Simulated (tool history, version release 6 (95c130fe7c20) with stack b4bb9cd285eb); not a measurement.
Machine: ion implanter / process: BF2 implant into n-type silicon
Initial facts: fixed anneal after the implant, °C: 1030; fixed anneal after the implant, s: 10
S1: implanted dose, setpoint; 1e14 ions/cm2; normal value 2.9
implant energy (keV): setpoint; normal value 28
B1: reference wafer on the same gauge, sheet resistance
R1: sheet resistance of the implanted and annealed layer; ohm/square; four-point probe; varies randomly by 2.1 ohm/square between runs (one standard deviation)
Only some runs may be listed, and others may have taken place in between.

{"run": 1, "hour": 0.0, "S1": 2.9, "implant energy (keV)": 28, "B1": 307.54, "R1": 367.95}
{"run": 2, "hour": 40.2, "S1": 2.9, "implant energy (keV)": 28, "B1": 307.58, "R1": 367.03}
{"run": 3, "hour": 78.9, "S1": 2.9, "implant energy (keV)": 28, "B1": 308.33, "R1": 365.39}
{"run": 4, "hour": 137.5, "S1": 2.9, "implant energy (keV)": 28, "B1": 308.41, "R1": 364.33}
{"run": 5, "hour": 206.8, "S1": 2.9, "implant energy (keV)": 28, "B1": 306.9, "R1": 363.82}
{"run": 6, "hour": 260.8, "S1": 2.9, "implant energy (keV)": 28, "B1": 308.36, "R1": 367.99}
{"run": 7, "hour": 291.9, "S1": 2.54, "implant energy (keV)": 28, "B1": 308.34, "R1": 410.51}
{"run": 8, "hour": 325.7, "S1": 2.54, "implant energy (keV)": 28, "B1": 307.46, "R1": 411.1}
{"run": 9, "hour": 376.6, "S1": 2.9, "implant energy (keV)": 28, "B1": 307.18, "R1": 367.78}
{"run": 10, "hour": 441.3, "S1": 2.9, "implant energy (keV)": 28, "B1": 308.38, "R1": 369.75}
{"run": 11, "hour": 487.7, "S1": 2.9, "implant energy (keV)": 28, "B1": 308.32, "R1": 371.7}
{"run": 12, "hour": 533.3, "S1": 3.4, "implant energy (keV)": 28, "B1": 306.78, "R1": 320.51}
{"run": 13, "hour": 595.9, "S1": 2.9, "implant energy (keV)": 22, "B1": 307.31, "R1": 378.84}
{"run": 14, "hour": 652.1, "S1": 2.9, "implant energy (keV)": 22, "B1": 308.51, "R1": 380.49}
{"run": 15, "hour": 697.6, "S1": 2.9, "implant energy (keV)": 22, "B1": 308.14, "R1": 379.9}
{"run": 16, "hour": 754.5, "S1": 2.9, "implant energy (keV)": 28, "B1": 308.37, "R1": 371.7}
{"hour": 769.0, "done": "Faraday cup replaced and dose calibrated"}
{"run": 17, "hour": 799.8, "S1": 2.9, "implant energy (keV)": 28, "B1": 308.34, "R1": 358.09}
{"run": 18, "hour": 861.3, "S1": 2.9, "implant energy (keV)": 28, "B1": 308.06, "R1": 359.35}
{"hour": 946.0, "done": "gauge calibrated"}
{"run": 19, "hour": 1076.1, "S1": 2.9, "implant energy (keV)": 20.5, "B1": 308.66, "R1": 371.36}
{"run": 20, "hour": 1123.7, "S1": 3.67, "implant energy (keV)": 31, "B1": 306.76, "R1": 294.41}
{"run": 21, "hour": 1149.7, "S1": 2.9, "implant energy (keV)": 28, "B1": 307.46, "R1": 356.04}
{"run": 22, "hour": 1180.4, "S1": 2.11, "implant energy (keV)": 19, "B1": 308.18, "R1": 483.82}
{"run": 23, "hour": 1225.4, "S1": 2.9, "implant energy (keV)": 22, "B1": 309.31, "R1": 370.67}
{"run": 24, "hour": 1284.4, "S1": 2.1, "implant energy (keV)": 28, "B1": 308.15, "R1": 475.52}
{"run": 25, "hour": 1350.8, "S1": 2.06, "implant energy (keV)": 28, "B1": 307.53, "R1": 478.95}
{"run": 26, "hour": 1403.5, "S1": 2.9, "implant energy (keV)": 36.5, "B1": 308.5, "R1": 348.27}
{"run": 27, "hour": 1439.0, "S1": 3.38, "implant energy (keV)": 35.5, "B1": 307.99, "R1": 306.99}
{"hour": 1456.4, "done": "extraction supply calibrated"}
{"run": 28, "hour": 1469.9, "S1": 3.73, "implant energy (keV)": 35, "B1": 307.15, "R1": 279.57}
{"run": 29, "hour": 1540.1, "S1": 3.59, "implant energy (keV)": 33, "B1": 308.1, "R1": 295.64}
{"run": 30, "hour": 1585.4, "S1": 3.24, "implant energy (keV)": 28, "B1": 308.53, "R1": 328.3}
{"run": 31, "hour": 1611.7, "S1": 2.25, "implant energy (keV)": 21, "B1": 308.74, "R1": 463.95}

The next listed run, before its measurement:
{"run": 32, "hour": 1673.2, "S1": 3.5, "implant energy (keV)": 36, "B1": "?", "R1": "?"}

{"run 32": {"B1": 306.89, "R1": 297.45}}
With the hidden condition absent and the run-to-run variation left alone, this run would have shown R1 296.58 ohm/square.
